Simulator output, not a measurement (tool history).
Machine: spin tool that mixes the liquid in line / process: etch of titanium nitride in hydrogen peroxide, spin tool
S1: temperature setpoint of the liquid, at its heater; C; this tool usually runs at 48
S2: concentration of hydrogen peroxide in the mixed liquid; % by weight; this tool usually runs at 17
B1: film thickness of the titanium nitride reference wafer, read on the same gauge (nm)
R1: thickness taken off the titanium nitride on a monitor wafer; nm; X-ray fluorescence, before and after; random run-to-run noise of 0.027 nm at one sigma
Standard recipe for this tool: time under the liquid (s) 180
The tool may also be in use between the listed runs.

{"run": 1, "day": 0.0, "S1": 46, "S2": 17, "time under the liquid (s)": 260, "B1": 129.994, "R1": 4.777}
{"run": 2, "day": 2.742, "S1": 46, "S2": 17, "time under the liquid (s)": 260, "B1": 130.016, "R1": 4.775}
{"run": 3, "day": 5.071, "S1": 48, "S2": 17, "time under the liquid (s)": 180, "B1": 129.999, "R1": 3.815}
{"day": 6.804, "done": "thermometer replaced"}
{"run": 4, "day": 8.3, "S1": 48, "S2": 17, "time under the liquid (s)": 180, "B1": 130.034, "R1": 3.842}
{"day": 11.462, "done": "new drum of peroxide connected"}
{"day": 11.921, "done": "gauge calibrated"}
{"run": 5, "day": 12.208, "S1": 48, "S2": 17, "time under the liquid (s)": 180, "B1": 130.008, "R1": 3.842}
{"day": 14.225, "done": "peroxide flow meter replaced, repeated, since the last time left the tool worse"}
{"run": 6, "day": 14.246, "S1": 48, "S2": 17, "time under the liquid (s)": 180, "B1": 130.052, "R1": 3.762}
{"run": 7, "day": 16.608, "S1": 41.5, "S2": 18.5, "time under the liquid (s)": 180, "B1": 130.011, "R1": 2.349}
{"run": 8, "day": 19.146, "S1": 48, "S2": 17, "time under the liquid (s)": 235, "B1": 129.973, "R1": 4.846}
{"run": 9, "day": 20.912, "S1": 48, "S2": 17, "time under the liquid (s)": 180, "B1": 129.998, "R1": 3.728}
{"run": 10, "day": 25.371, "S1": 44.5, "S2": 14.5, "time under the liquid (s)": 180, "B1": 130.025, "R1": 2.796}
{"run": 11, "day": 28.642, "S1": 41.5, "S2": 18.5, "time under the liquid (s)": 95, "B1": 129.949, "R1": 1.241}
{"run": 12, "day": 34.467, "S1": 43, "S2": 15, "time under the liquid (s)": 180, "B1": 129.985, "R1": 2.534}
{"run": 13, "day": 38.888, "S1": 57, "S2": 12, "time under the liquid (s)": 180, "B1": 130, "R1": 6.666}
{"day": 38.95, "done": "peroxide flow meter replaced"}
{"run": 14, "day": 40.688, "S1": 48, "S2": 20.5, "time under the liquid (s)": 180, "B1": 130.009, "R1": 3.872}
{"run": 15, "day": 42.65, "S1": 43, "S2": 15.5, "time under the liquid (s)": 130, "B1": 130.031, "R1": 1.833}
{"run": 16, "day": 45.017, "S1": 53.5, "S2": 13, "time under the liquid (s)": 230, "B1": 130, "R1": 6.705}
{"day": 45.9, "done": "heated supply line repaired"}
{"day": 51.392, "done": "new drum of peroxide connected"}
{"run": 17, "day": 58.012, "S1": 50.5, "S2": 13.5, "time under the liquid (s)": 265, "B1": 130.019, "R1": 6.248}
{"run": 18, "day": 60.608, "S1": 48, "S2": 18.5, "time under the liquid (s)": 145, "B1": 130.065, "R1": 3.049}
{"run": 19, "day": 63.429, "S1": 48, "S2": 17, "time under the liquid (s)": 180, "B1": 130.006, "R1": 3.792}
{"day": 65.721, "done": "peroxide flow meter replaced"}
{"run": 20, "day": 66.512, "S1": 48, "S2": 18.5, "time under the liquid (s)": 130, "B1": 129.981, "R1": 2.734}
{"run": 21, "day": 70.683, "S1": 48, "S2": 17, "time under the liquid (s)": 180, "B1": 129.979, "R1": 3.747}
{"run": 22, "day": 73.604, "S1": 48, "S2": 17, "time under the liquid (s)": 180, "B1": 130.024, "R1": 3.79}
{"run": 23, "day": 75.533, "S1": 56.5, "S2": 13, "time under the liquid (s)": 90, "B1": 129.995, "R1": 3.227}

Run 24 has not been measured yet. What should we expect?
{"run": 24, "day": 77.408, "S1": 38.5, "S2": 15, "time under the liquid (s)": 180, "B1": "?", "R1": "?"}

For run 24 the tool returned B1 130.002, R1 1.779 nm.
With no hidden state in the tool, this same run would have given R1 1.767 nm.
